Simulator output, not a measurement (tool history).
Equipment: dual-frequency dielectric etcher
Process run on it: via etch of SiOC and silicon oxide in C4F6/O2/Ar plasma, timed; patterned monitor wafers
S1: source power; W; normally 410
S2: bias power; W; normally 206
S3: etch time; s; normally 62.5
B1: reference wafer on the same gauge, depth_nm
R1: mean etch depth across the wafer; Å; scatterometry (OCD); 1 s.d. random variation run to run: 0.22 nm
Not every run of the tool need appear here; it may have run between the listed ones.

run 1 hour=0.0 | S1=470 S2=206 S3=62.5 | B1=80.5 | R1=815
run 2 hour=51.8 | S1=410 S2=206 S3=62.5 | B1=80.5 | R1=759
run 3 hour=148.7 | S1=450 S2=206 S3=62.5 | B1=80.5 | R1=791
run 4 hour=247.5 | S1=450 S2=206 S3=62.5 | B1=80.5 | R1=788
run 5 hour=349.0 | S1=340 S2=206 S3=62.5 | B1=80.5 | R1=671
run 6 hour=438.0 | S1=340 S2=206 S3=62.5 | B1=80.5 | R1=665
run 7 hour=482.2 | S1=340 S2=206 S3=62.5 | B1=80.5 | R1=666
run 8 hour=524.8 | S1=480 S2=206 S3=76.0 | B1=80.4 | R1=979
run 9 hour=566.1 | S1=410 S2=206 S3=62.5 | B1=80.5 | R1=741
-- hour=599.6 wet clean of the chamber
-- hour=644.7 upper electrode replaced
run 10 hour=652.4 | S1=410 S2=206 S3=62.5 | B1=80.5 | R1=758
run 11 hour=700.9 | S1=410 S2=228 S3=62.5 | B1=80.5 | R1=781
run 12 hour=743.6 | S1=410 S2=228 S3=62.5 | B1=80.5 | R1=776
run 13 hour=842.3 | S1=310 S2=226 S3=51.0 | B1=80.5 | R1=538
-- hour=846.5 gauge calibrated
run 14 hour=998.5 | S1=380 S2=159 S3=80.5 | B1=80.5 | R1=855
-- hour=1055.6 wet clean of the chamber
-- hour=1083.8 bias power generator calibrated
run 15 hour=1096.4 | S1=410 S2=206 S3=62.5 | B1=80.4 | R1=759
-- hour=1107.6 source power generator calibrated
run 16 hour=1163.3 | S1=410 S2=223 S3=68.5 | B1=80.5 | R1=881
run 17 hour=1249.9 | S1=410 S2=228 S3=62.5 | B1=80.5 | R1=807
run 18 hour=1339.2 | S1=340 S2=206 S3=62.5 | B1=80.5 | R1=693
run 19 hour=1407.1 | S1=410 S2=228 S3=62.5 | B1=80.5 | R1=792
run 20 hour=1465.6 | S1=440 S2=178 S3=67.5 | B1=80.4 | R1=826
-- hour=1574.5 wet clean of the chamber
run 21 hour=1575.0 | S1=370 S2=206 S3=54.5 | B1=80.5 | R1=640
run 22 hour=1635.0 | S1=490 S2=206 S3=62.5 | B1=80.5 | R1=849
run 23 hour=1709.8 | S1=460 S2=156 S3=80.5 | B1=80.6 | R1=977
run 24 hour=1811.3 | S1=410 S2=206 S3=48.0 | B1=80.5 | R1=588

Below, some changes in R1 between adjacent runs. For each, the amount present without the hidden state too (settings, incoming material, random variation) and the amount remaining for the hidden state with gauge scatter not shared by both compared results:
What the log doesn't record here: etch rate over this chamber's usual, %; source power that arrives over what is set, %; bias power that arrives over what is set, %; gauge reads high (%).
Run 13 -> 14: S1 310 -> 380, S2 226 -> 159, S3 51.0 -> 80.5, gauge calibrated. R1 +317 Å: hidden state -23, all else +340.
Run 14 -> 15: S1 380 -> 410, S2 159 -> 206, S3 80.5 -> 62.5, wet clean of the chamber, bias power generator calibrated. R1 -96 Å: hidden state +24, all else -120.
Run 23 -> 24: S1 460 -> 410, S2 156 -> 206, S3 80.5 -> 48.0. R1 -389 Å: hidden state +3, all else -392.
